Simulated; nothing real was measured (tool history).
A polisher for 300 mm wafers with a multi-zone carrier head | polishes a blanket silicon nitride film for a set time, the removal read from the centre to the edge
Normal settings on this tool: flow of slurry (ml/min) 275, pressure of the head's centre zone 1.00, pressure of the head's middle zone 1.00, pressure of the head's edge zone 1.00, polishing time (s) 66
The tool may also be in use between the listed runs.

run,hour,flow of slurry (ml/min),pressure of the head's centre zone,pressure of the head's middle zone,pressure of the head's edge zone,polishing time (s),"incoming thickness of the incoming film, nm",film removed at the wafer's centre (angstrom),film removed at mid-radius (angstrom),film removed at the wafer's edge (angstrom)
1,0.0,275,1.00,1.00,1.00,66,453.7,1330,1396,1452
2,28.7,275,1.00,1.00,1.00,66,444.6,1308,1361,1451
# hour 35.2: edge zone pressure recalibrated
3,83.5,275,1.00,1.00,0.92,66,451.1,1306,1383,1397
# hour 102.7: slurry nozzle cleaned, repeated, since the last time left the tool worse
4,119.0,275,1.00,1.00,0.92,66,453.2,1526,1543,1533
# hour 149.6: worn pad replaced by a new one
5,154.2,275,1.00,1.00,0.92,66,459.7,1511,1582,1551
6,208.8,275,1.00,0.92,1.00,79,451.2,1790,1775,1893
7,269.3,355,0.92,1.00,0.89,66,449.6,1409,1581,1524
8,308.1,315,1.00,1.00,0.89,55,453.7,1277,1288,1255
# hour 374.1: centre zone pressure recalibrated
9,374.6,355,0.92,1.00,0.89,66,443.8,1407,1579,1512
10,415.6,275,1.00,1.00,1.07,66,451.0,1498,1509,1621
# hour 446.5: carrier head's membrane replaced by a new one
11,469.5,275,1.07,1.12,1.00,89,454.6,2188,2227,2105
# hour 482.7: slurry nozzle cleaned
# hour 489.3: worn pad replaced by a new one
12,516.3,275,1.00,0.93,1.00,86,455.2,2032,1912,2081
13,579.9,365,1.00,1.00,1.00,83,453.8,2006,2014,2028
14,638.3,275,1.00,1.00,1.00,66,456.2,1534,1522,1590
15,680.0,275,0.89,1.00,0.96,66,450.6,1325,1538,1527
16,713.6,240,1.00,1.00,1.00,60,452.3,1345,1369,1415
17,739.7,225,1.00,1.00,1.00,66,453.2,1440,1450,1528
# hour 744.5: worn pad replaced by a new one
18,789.0,275,1.00,0.89,1.00,66,458.2,1493,1396,1569
19,829.7,255,1.00,1.00,1.00,66,455.1,1415,1517,1565
# hour 854.8: slurry nozzle cleaned
20,861.9,275,1.00,1.00,1.00,51,452.3,1183,1228,1245
21,888.9,275,1.00,1.00,1.00,66,456.3,1500,1578,1622

5 options for the next run, each taken on its own from the tool as it stands now. Forecast them:
A,889.3,275,1.00,1.00,1.00,66,453.0,?,?,?
B,889.3,370,1.00,1.00,1.00,66,453.0,?,?,?
C,889.3,275,1.00,0.93,0.91,66,453.0,?,?,?
D,889.3,370,1.00,0.88,1.00,73,453.0,?,?,?
E,889.3,275,1.00,1.00,0.96,66,453.0,?,?,?

run,film removed at the wafer's centre (angstrom),film removed at mid-radius (angstrom),film removed at the wafer's edge (angstrom)
A,1517,1539,1601
B,1571,1588,1640
C,1517,1463,1533
D,1737,1609,1817
E,1517,1539,1570
With no hidden state in the tool, these same runs would have given:
run,film removed at the wafer's centre (angstrom),film removed at mid-radius (angstrom),film removed at the wafer's edge (angstrom)
A,1531,1551,1611
B,1581,1597,1648
C,1530,1475,1542
D,1748,1618,1825
E,1531,1551,1580
